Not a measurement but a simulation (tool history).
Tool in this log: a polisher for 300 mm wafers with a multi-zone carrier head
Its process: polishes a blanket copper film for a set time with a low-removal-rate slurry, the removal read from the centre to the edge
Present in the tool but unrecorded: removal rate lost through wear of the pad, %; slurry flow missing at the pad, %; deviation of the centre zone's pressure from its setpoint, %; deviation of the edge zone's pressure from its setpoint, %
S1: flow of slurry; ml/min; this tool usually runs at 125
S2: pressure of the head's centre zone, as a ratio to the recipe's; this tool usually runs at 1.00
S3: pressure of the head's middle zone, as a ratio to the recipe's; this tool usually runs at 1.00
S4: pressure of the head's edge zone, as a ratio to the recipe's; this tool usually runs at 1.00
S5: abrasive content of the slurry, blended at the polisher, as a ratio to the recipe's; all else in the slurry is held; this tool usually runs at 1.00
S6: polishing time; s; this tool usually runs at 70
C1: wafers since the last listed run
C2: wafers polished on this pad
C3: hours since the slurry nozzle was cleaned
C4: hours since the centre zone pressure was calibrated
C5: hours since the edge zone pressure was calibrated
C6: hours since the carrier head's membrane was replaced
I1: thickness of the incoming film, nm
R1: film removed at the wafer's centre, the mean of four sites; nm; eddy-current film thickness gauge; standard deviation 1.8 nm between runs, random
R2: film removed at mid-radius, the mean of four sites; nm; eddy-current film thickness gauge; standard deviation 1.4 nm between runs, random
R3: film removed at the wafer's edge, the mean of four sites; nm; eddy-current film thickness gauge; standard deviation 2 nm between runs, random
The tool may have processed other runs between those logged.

run 1 hour=0.0 | S1=125 S2=0.97 S3=1.00 S4=1.09 S5=1.00 S6=70 | C1=0 C2=2982 C3=499.3 C4=389.5 C5=89.3 C6=64.0 | I1=1045.8 | R1=146.8 R2=142.7 R3=155.4
run 2 hour=42.5 | S1=125 S2=0.95 S3=1.00 S4=1.00 S5=0.75 S6=70 | C1=516 C2=3499 C3=541.8 C4=432.0 C5=131.8 C6=106.5 | I1=1049.8 | R1=134.8 R2=130.8 R3=134.3
run 3 hour=90.5 | S1=125 S2=1.00 S3=1.00 S4=1.00 S5=1.00 S6=70 | C1=583 C2=4083 C3=589.8 C4=480.0 C5=179.8 C6=154.5 | I1=1055.3 | R1=149.0 R2=141.9 R3=142.2
run 4 hour=140.0 | S1=125 S2=1.04 S3=1.00 S4=1.00 S5=1.00 S6=70 | C1=601 C2=4685 C3=639.3 C4=529.5 C5=229.3 C6=204.0 | I1=1039.3 | R1=158.1 R2=140.1 R3=143.3
run 5 hour=188.6 | S1=125 S2=1.00 S3=0.96 S4=0.94 S5=1.00 S6=70 | C1=591 C2=5276 C3=687.9 C4=578.1 C5=277.9 C6=252.6 | I1=1064.4 | R1=144.2 R2=133.2 R3=137.0
-- hour=213.9 worn pad replaced by a new one
run 6 hour=247.8 | S1=125 S2=1.08 S3=1.07 S4=1.11 S5=1.15 S6=70 | C1=671 C2=412 C3=747.1 C4=637.3 C5=337.1 C6=311.8 | I1=1070.7 | R1=185.7 R2=171.7 R3=176.7
run 7 hour=318.7 | S1=140 S2=1.00 S3=1.00 S4=1.09 S5=0.75 S6=83 | C1=862 C2=1274 C3=818.0 C4=708.2 C5=408.0 C6=382.7 | I1=1055.9 | R1=179.2 R2=169.9 R3=177.4
-- hour=333.4 edge zone pressure recalibrated
run 8 hour=343.2 | S1=125 S2=1.00 S3=1.00 S4=0.93 S5=1.00 S6=70 | C1=273 C2=1548 C3=842.5 C4=732.7 C5=9.8 C6=407.2 | I1=1050.0 | R1=165.6 R2=150.7 R3=151.8
run 9 hour=381.0 | S1=125 S2=1.00 S3=1.00 S4=1.07 S5=1.00 S6=70 | C1=459 C2=2008 C3=880.3 C4=770.5 C5=47.6 C6=445.0 | I1=1032.2 | R1=164.9 R2=151.5 R3=159.4
-- hour=387.6 slurry nozzle cleaned
-- hour=395.5 centre zone pressure recalibrated
run 10 hour=440.3 | S1=125 S2=1.00 S3=1.00 S4=1.00 S5=0.80 S6=89 | C1=684 C2=2692 C3=52.7 C4=44.8 C5=106.9 C6=504.3 | I1=1053.3 | R1=183.8 R2=173.8 R3=179.2
-- hour=469.5 carrier head's membrane replaced by a new one
run 11 hour=474.0 | S1=125 S2=1.00 S3=1.00 S4=1.00 S5=1.00 S6=70 | C1=349 C2=3041 C3=86.4 C4=78.5 C5=140.6 C6=4.5 | I1=1065.6 | R1=154.8 R2=148.5 R3=147.7
run 12 hour=532.0 | S1=125 S2=1.00 S3=1.00 S4=0.88 S5=1.00 S6=70 | C1=705 C2=3747 C3=144.4 C4=136.5 C5=198.6 C6=62.5 | I1=1036.0 | R1=154.1 R2=142.6 R3=140.8
run 13 hour=602.2 | S1=125 S2=1.00 S3=1.00 S4=1.00 S5=1.00 S6=70 | C1=853 C2=4600 C3=214.6 C4=206.7 C5=268.8 C6=132.7 | I1=1057.2 | R1=153.5 R2=141.7 R3=144.0
run 14 hour=637.4 | S1=145 S2=1.00 S3=1.00 S4=1.03 S5=0.80 S6=77 | C1=428 C2=5028 C3=249.8 C4=241.9 C5=304.0 C6=167.9 | I1=1047.7 | R1=160.6 R2=148.8 R3=151.4
run 15 hour=668.6 | S1=125 S2=1.00 S3=1.00 S4=1.00 S5=0.70 S6=70 | C1=379 C2=5408 C3=281.0 C4=273.1 C5=335.2 C6=199.1 | I1=1056.5 | R1=137.0 R2=123.8 R3=127.3
-- hour=729.1 worn pad replaced by a new one
run 16 hour=739.9 | S1=125 S2=1.04 S3=0.90 S4=1.00 S5=0.75 S6=70 | C1=818 C2=131 C3=352.3 C4=344.4 C5=406.5 C6=270.4 | I1=1045.9 | R1=162.8 R2=127.8 R3=142.9
-- hour=754.4 edge zone pressure recalibrated
run 17 hour=773.0 | S1=155 S2=1.00 S3=1.00 S4=1.00 S5=1.00 S6=70 | C1=378 C2=509 C3=385.4 C4=377.5 C5=18.6 C6=303.5 | I1=1040.9 | R1=179.1 R2=158.4 R3=156.5
run 18 hour=826.6 | S1=125 S2=0.95 S3=1.00 S4=1.00 S5=1.00 S6=62 | C1=651 C2=1161 C3=439.0 C4=431.1 C5=72.2 C6=357.1 | I1=1050.6 | R1=142.7 R2=134.4 R3=134.5
run 19 hour=867.7 | S1=125 S2=0.95 S3=1.00 S4=1.00 S5=1.20 S6=70 | C1=499 C2=1660 C3=480.1 C4=472.2 C5=113.3 C6=398.2 | I1=1050.7 | R1=168.6 R2=158.0 R3=158.4
run 20 hour=926.7 | S1=125 S2=1.00 S3=1.00 S4=1.00 S5=1.00 S6=70 | C1=717 C2=2378 C3=539.1 C4=531.2 C5=172.3 C6=457.2 | I1=1052.8 | R1=165.1 R2=147.1 R3=146.6
run 21 hour=986.1 | S1=125 S2=1.00 S3=1.00 S4=1.00 S5=1.15 S6=70 | C1=722 C2=3100 C3=598.5 C4=590.6 C5=231.7 C6=516.6 | I1=1062.5 | R1=166.6 R2=152.4 R3=154.3

Hidden state, per run?
slurry flow missing at the pad, %: 0 at every run
deviation of the edge zone's pressure from its setpoint, %: 0 at every run
H1: removal rate lost through wear of the pad, %
H2: deviation of the centre zone's pressure from its setpoint, %
run=1 H1=7.91 H2=7.63
run=2 H1=8.99 H2=8.06
run=3 H1=10.2 H2=8.47
run=4 H1=11.5 H2=8.82
run=5 H1=12.7 H2=9.11
run=6 H1=1.5 H2=9.4
run=7 H1=3.3 H2=9.67
run=8 H1=3.92 H2=9.75
run=9 H1=4.88 H2=9.86
run=10 H1=6.38 H2=5.45
run=11 H1=7.24 H2=6.68
run=12 H1=8.71 H2=8.47
run=13 H1=10.5 H2=10.2
run=14 H1=11.4 H2=10.9
run=15 H1=12.2 H2=11.4
run=16 H1=1.97 H2=12.5
run=17 H1=2.81 H2=12.9
run=18 H1=4.17 H2=13.5
run=19 H1=5.21 H2=13.8
run=20 H1=6.71 H2=14.2
run=21 H1=8.21 H2=14.6

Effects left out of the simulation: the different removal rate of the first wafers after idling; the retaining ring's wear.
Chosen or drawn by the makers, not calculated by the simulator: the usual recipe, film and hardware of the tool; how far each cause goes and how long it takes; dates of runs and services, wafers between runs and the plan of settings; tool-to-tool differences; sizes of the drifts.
